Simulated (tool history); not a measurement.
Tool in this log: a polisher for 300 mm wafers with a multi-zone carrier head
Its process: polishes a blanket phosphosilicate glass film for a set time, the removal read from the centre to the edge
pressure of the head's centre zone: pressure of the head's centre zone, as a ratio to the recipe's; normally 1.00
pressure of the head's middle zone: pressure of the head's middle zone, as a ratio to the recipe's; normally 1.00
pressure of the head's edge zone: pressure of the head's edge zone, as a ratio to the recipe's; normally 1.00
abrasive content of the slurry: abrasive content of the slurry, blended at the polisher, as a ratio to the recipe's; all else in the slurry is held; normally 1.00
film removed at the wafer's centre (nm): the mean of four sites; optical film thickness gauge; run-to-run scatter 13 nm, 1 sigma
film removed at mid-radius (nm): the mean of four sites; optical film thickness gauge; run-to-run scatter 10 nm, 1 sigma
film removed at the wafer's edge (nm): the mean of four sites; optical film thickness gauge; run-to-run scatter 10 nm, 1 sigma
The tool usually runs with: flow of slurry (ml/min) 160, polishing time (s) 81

run	hour	flow of slurry (ml/min)	pressure of the head's centre zone	pressure of the head's middle zone	pressure of the head's edge zone	abrasive content of the slurry	polishing time (s)	wafers since the last listed run	wafers polished on this pad	hours since the slurry nozzle was cleaned	hours since the centre zone pressure was calibrated	hours since the edge zone pressure was calibrated	hours since the carrier head's membrane was replaced	incoming thickness of the incoming film, nm	film removed at the wafer's centre (nm)	film removed at mid-radius (nm)	film removed at the wafer's edge (nm)
1	0.0	160	1.00	1.00	1.00	0.95	81	0	254	589.2	808.5	149.3	2132.7	2716.8	841.3	890.7	905.1
# hour 27.6: carrier head's membrane replaced by a new one
2	49.3	160	1.00	1.00	1.00	1.00	81	399	654	638.5	857.8	198.6	21.7	2683.7	859.3	862.8	909.6
# hour 115.7: slurry nozzle cleaned
3	116.2	160	1.00	1.00	1.00	1.00	81	594	1248	0.5	924.7	265.5	88.6	2689.1	891.5	898.9	933.6
4	154.8	190	1.00	1.00	1.00	1.00	74	347	1596	39.1	963.3	304.1	127.2	2649.5	806.0	835.4	854.9
5	231.4	160	1.00	0.93	1.00	1.00	104	690	2286	115.7	1039.9	380.7	203.8	2662.6	1068.5	1046.0	1133.4
# hour 329.5: edge zone pressure recalibrated
6	336.9	160	1.00	1.00	1.00	1.00	81	932	3219	221.2	1145.4	7.4	309.3	2675.6	796.4	848.1	850.3
# hour 392.6: centre zone pressure recalibrated
7	415.0	160	1.00	1.00	1.00	1.00	89	685	3905	299.3	22.4	85.5	387.4	2633.2	858.9	903.9	906.6
# hour 439.7: worn pad replaced by a new one
8	463.4	160	0.94	1.00	1.00	1.00	81	400	213	347.7	70.8	133.9	435.8	2659.3	837.7	936.0	927.7
9	564.8	160	1.00	1.00	1.00	1.00	81	914	1127	449.1	172.2	235.3	537.2	2641.6	849.8	887.4	900.2
10	645.8	160	0.93	1.00	1.05	0.75	102	730	1857	530.1	253.2	316.3	618.2	2627.9	865.8	956.6	993.4
11	735.5	160	0.94	1.11	1.00	0.85	81	808	2666	619.8	342.9	406.0	707.9	2660.9	697.4	854.2	810.1
12	786.7	160	1.00	1.10	1.00	0.70	81	461	3127	671.0	394.1	457.2	759.1	2634.2	674.2	758.0	712.9
# hour 815.7: slurry nozzle cleaned
13	841.1	160	1.00	1.00	1.00	1.00	81	481	3609	25.4	448.5	511.6	813.5	2647.8	822.8	833.2	847.6
14	903.0	115	1.00	1.09	1.05	1.20	81	557	4166	87.3	510.4	573.5	875.4	2652.3	783.6	878.8	856.6
# hour 915.6: worn pad replaced by a new one
# hour 935.8: edge zone pressure recalibrated
15	953.2	160	1.00	1.00	1.00	1.15	81	398	321	137.5	560.6	17.4	925.6	2645.3	937.1	981.5	966.4
16	1046.5	180	1.00	1.00	1.00	1.00	81	841	1162	230.8	653.9	110.7	1018.9	2652.9	882.4	885.5	917.3

Expected results for the next run?
17	1094.8	205	1.06	1.00	1.06	1.00	61	435	1597	279.1	702.2	159.0	1067.2	2666.0	?	?	?

Run 17 gave film removed at the wafer's centre (nm) 710.9, film removed at mid-radius (nm) 692.5, film removed at the wafer's edge (nm) 697.9.
Minus the tool's unlogged condition, the same run would have read film removed at the wafer's centre (nm) 774.7, film removed at mid-radius (nm) 752.4, film removed at the wafer's edge (nm) 753.1.
